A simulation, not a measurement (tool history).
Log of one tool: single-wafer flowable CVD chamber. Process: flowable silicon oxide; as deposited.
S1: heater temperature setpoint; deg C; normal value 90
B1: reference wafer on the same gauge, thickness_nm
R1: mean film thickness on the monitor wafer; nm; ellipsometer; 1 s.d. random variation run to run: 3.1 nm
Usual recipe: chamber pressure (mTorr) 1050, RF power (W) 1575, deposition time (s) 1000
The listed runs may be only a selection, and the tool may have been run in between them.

run 1 hour=0.0 | S1=90 chamber_pressure_(mTorr)=1050 RF_power_(W)=1575 deposition_time_(s)=1000 | B1=1170.127 | R1=1187.873
run 2 hour=7.5 | S1=90 chamber_pressure_(mTorr)=1050 RF_power_(W)=1575 deposition_time_(s)=1000 | B1=1171.413 | R1=1180.902
run 3 hour=18.0 | S1=90 chamber_pressure_(mTorr)=1050 RF_power_(W)=1575 deposition_time_(s)=1000 | B1=1171.083 | R1=1185.097
run 4 hour=29.0 | S1=90 chamber_pressure_(mTorr)=1050 RF_power_(W)=1575 deposition_time_(s)=1000 | B1=1169.551 | R1=1192.296
run 5 hour=46.0 | S1=95 chamber_pressure_(mTorr)=1050 RF_power_(W)=1575 deposition_time_(s)=1000 | B1=1169.370 | R1=1006.404
run 6 hour=60.5 | S1=90 chamber_pressure_(mTorr)=1050 RF_power_(W)=1575 deposition_time_(s)=1000 | B1=1169.525 | R1=1185.205
run 7 hour=68.6 | S1=90 chamber_pressure_(mTorr)=1050 RF_power_(W)=1575 deposition_time_(s)=1000 | B1=1170.677 | R1=1183.541
run 8 hour=82.7 | S1=90 chamber_pressure_(mTorr)=1050 RF_power_(W)=1575 deposition_time_(s)=1000 | B1=1170.948 | R1=1183.745
run 9 hour=92.5 | S1=94 chamber_pressure_(mTorr)=1050 RF_power_(W)=1575 deposition_time_(s)=1000 | B1=1168.674 | R1=1038.538
run 10 hour=100.8 | S1=99 chamber_pressure_(mTorr)=1170 RF_power_(W)=1575 deposition_time_(s)=940 | B1=1169.208 | R1=898.500
-- hour=115.6 thermocouple changed; heater temperature recalibrated
run 11 hour=116.1 | S1=90 chamber_pressure_(mTorr)=1050 RF_power_(W)=1575 deposition_time_(s)=1000 | B1=1169.436 | R1=1189.089
-- hour=131.5 capacitance manometer re-zeroed and calibrated
-- hour=155.2 gauge calibrated
-- hour=158.2 RF generator calibrated
run 12 hour=161.5 | S1=90 chamber_pressure_(mTorr)=1240 RF_power_(W)=1885 deposition_time_(s)=1000 | B1=1169.898 | R1=1412.471
-- hour=177.6 showerhead replaced
run 13 hour=178.1 | S1=90 chamber_pressure_(mTorr)=1050 RF_power_(W)=1575 deposition_time_(s)=900 | B1=1171.043 | R1=1064.099
run 14 hour=187.2 | S1=90 chamber_pressure_(mTorr)=1050 RF_power_(W)=1575 deposition_time_(s)=900 | B1=1169.212 | R1=1063.089
run 15 hour=201.1 | S1=90 chamber_pressure_(mTorr)=1050 RF_power_(W)=1575 deposition_time_(s)=940 | B1=1169.588 | R1=1112.039
run 16 hour=210.9 | S1=90 chamber_pressure_(mTorr)=1050 RF_power_(W)=1685 deposition_time_(s)=1000 | B1=1170.098 | R1=1209.817
run 17 hour=226.7 | S1=90 chamber_pressure_(mTorr)=1050 RF_power_(W)=1575 deposition_time_(s)=1000 | B1=1171.113 | R1=1183.474

Consider 4 possible next runs. They are alternatives, not a sequence: every one starts from the tool as it was left by run 17. What does each give?
run A hour=227.4 | S1=100 chamber_pressure_(mTorr)=1050 RF_power_(W)=1575 deposition_time_(s)=1000 | B1=? | R1=?
run B hour=227.4 | S1=77 chamber_pressure_(mTorr)=1050 RF_power_(W)=1715 deposition_time_(s)=1000 | B1=? | R1=?
run C hour=227.4 | S1=90 chamber_pressure_(mTorr)=1220 RF_power_(W)=1575 deposition_time_(s)=1180 | B1=? | R1=?
run D hour=227.4 | S1=85 chamber_pressure_(mTorr)=1050 RF_power_(W)=1575 deposition_time_(s)=1100 | B1=? | R1=?

run=A B1=1170.353 R1=857.298
run=B B1=1170.353 R1=1762.949
run=C B1=1170.353 R1=1567.667
run=D B1=1170.353 R1=1507.968
Without the tool's hidden state the same runs would have given:
run=A R1=857.298
run=B R1=1762.949
run=C R1=1567.667
run=D R1=1507.968
